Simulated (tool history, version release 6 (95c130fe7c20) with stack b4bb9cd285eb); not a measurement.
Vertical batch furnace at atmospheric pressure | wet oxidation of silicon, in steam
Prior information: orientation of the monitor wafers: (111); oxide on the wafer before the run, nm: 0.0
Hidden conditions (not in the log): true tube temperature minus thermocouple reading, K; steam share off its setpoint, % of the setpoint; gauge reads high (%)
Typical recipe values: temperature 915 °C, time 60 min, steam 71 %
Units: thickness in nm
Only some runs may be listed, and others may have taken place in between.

run	hour	temperature	time	steam	wafers since the last listed run	hours since the last temperature calibration	hours since the steam generator was serviced	hours since the gauge calibration	read-back reference wafer on the same gauge, thickness	thickness
1	0	925	77	71	0	2267.1	882.4	711.6	166.99	251.27
2	73.3	915	60	71	985	2340.4	955.7	784.9	166.99	188.37
3	109.4	915	60	71	485	2376.5	991.8	821	167.2	187.59
4	183.7	915	60	71	998	2450.8	1066.1	895.3	166.77	186.43
5	282.7	915	60	71	1330	2549.8	1165.1	994.3	166.91	187.76
6	322.6	915	60	71	536	2589.7	1205	1034.2	167	186.72
7	487.3	915	60	71	2213	2754.4	1369.7	1198.9	166.98	186.35
8	537.9	915	60	71	679	2805	1420.3	1249.5	167.23	186.29
# hour 608.4: gauge calibrated
9	621.6	915	60	71	1124	2888.7	1504	13.2	167.17	185.94
10	700.1	915	60	71	1054	2967.2	1582.5	91.7	167.07	187.36
# hour 801.6: thermocouples replaced and temperature profile calibrated
11	803.3	915	60	71	1064	1.7	1685.7	194.9	166.67	185.06
12	909.9	915	60	71	1432	108.3	1792.3	301.5	167.29	184.57
13	952.7	915	60	71	575	151.1	1835.1	344.3	166.92	184.98
14	1055	899	60	71	1374	253.4	1937.4	446.6	167.04	154.28
15	1110.8	915	60	62	749	309.2	1993.2	502.4	167.1	164.44
16	1165.1	934	39	71	729	363.5	2047.5	556.7	166.91	157.38

Estimate the outcome of run 17 from the log above:
17	1258.8	929	85	65	1259	457.2	2141.2	650.4	?	?

{"run 17": {"read-back reference wafer on the same gauge, thickness": 166.88, "thickness": 254.89}}
Were there no unlogged condition in the tool, this run, its random variation unchanged, would have produced thickness 265.35 nm.

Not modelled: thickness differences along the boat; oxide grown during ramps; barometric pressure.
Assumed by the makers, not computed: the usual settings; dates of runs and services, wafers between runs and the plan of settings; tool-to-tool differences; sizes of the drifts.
